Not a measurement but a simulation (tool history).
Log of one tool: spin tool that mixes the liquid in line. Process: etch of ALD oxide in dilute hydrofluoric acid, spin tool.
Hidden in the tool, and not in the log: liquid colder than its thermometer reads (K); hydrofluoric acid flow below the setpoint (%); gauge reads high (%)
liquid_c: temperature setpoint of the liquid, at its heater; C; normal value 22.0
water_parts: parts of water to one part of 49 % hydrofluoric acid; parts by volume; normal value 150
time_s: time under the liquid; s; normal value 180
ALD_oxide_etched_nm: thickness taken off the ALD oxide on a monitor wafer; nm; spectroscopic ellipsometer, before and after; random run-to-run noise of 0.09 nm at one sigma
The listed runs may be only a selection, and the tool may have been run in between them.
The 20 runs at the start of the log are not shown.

run   hour  liquid_c  water_parts  time_s  wafers since the last listed run  hours since the thermometer was replaced  hours since the hydrofluoric acid flow meter was replaced  hours since the gauge calibration  read-back film thickness of the ALD oxide reference wafer, read on the same gauge (nm)  ALD_oxide_etched_nm
 21  289.1      22.0          150     210                               127                                      45.9                                                     1660.2                              141.4                                                                                  149.98                15.19
     305.5  -- hydrofluoric acid flow meter replaced
 22  306.0      22.0          120     245                               113                                      62.8                                                        0.5                              158.3                                                                                  149.99                22.80
 23  321.4      26.5          150     180                               110                                      78.2                                                       15.9                              173.7                                                                                  150.02                15.33
 24  338.6      22.0          115     180                               122                                      95.4                                                       33.1                              190.9                                                                                  150.01                17.71
 25  356.1      22.0          150     180                               125                                     112.9                                                       50.6                              208.4                                                                                  149.96                12.90
 26  374.0      22.0          150     150                               127                                     130.8                                                       68.5                              226.3                                                                                  150.01                10.86
 27  384.1      23.5          150     275                                72                                     140.9                                                       78.6                              236.4                                                                                  150.00                21.06
 28  393.9      23.5          115     135                                70                                     150.7                                                       88.4                              246.2                                                                                  149.97                13.76
 29  408.8      22.0          190     270                               106                                     165.6                                                      103.3                              261.1                                                                                  149.96                14.43
 30  420.9      25.0          180     105                                86                                     177.7                                                      115.4                              273.2                                                                                  149.96                 6.78
 31  434.0      20.5          195     180                                93                                     190.8                                                      128.5                              286.3                                                                                  150.00                 8.92
 32  440.1      22.0          150     180                                43                                     196.9                                                      134.6                              292.4                                                                                  149.96                12.95
 33  477.5      22.0           95     125                               267                                     234.3                                                      172.0                              329.8                                                                                  150.00                14.91
 34  491.0      19.0          110     180                                96                                     247.8                                                      185.5                              343.3                                                                                  150.00                16.19

Forecast run 35:
 35  501.0      20.5          185     260                                71                                     257.8                                                      195.5                              353.3                                                                                       ?                    ?

Run 35 yielded read-back film thickness of the ALD oxide reference wafer, read on the same gauge (nm) 150.00, ALD_oxide_etched_nm 13.90 nm.
Minus the tool's unlogged condition, the same run would have read ALD_oxide_etched_nm 14.09 nm.
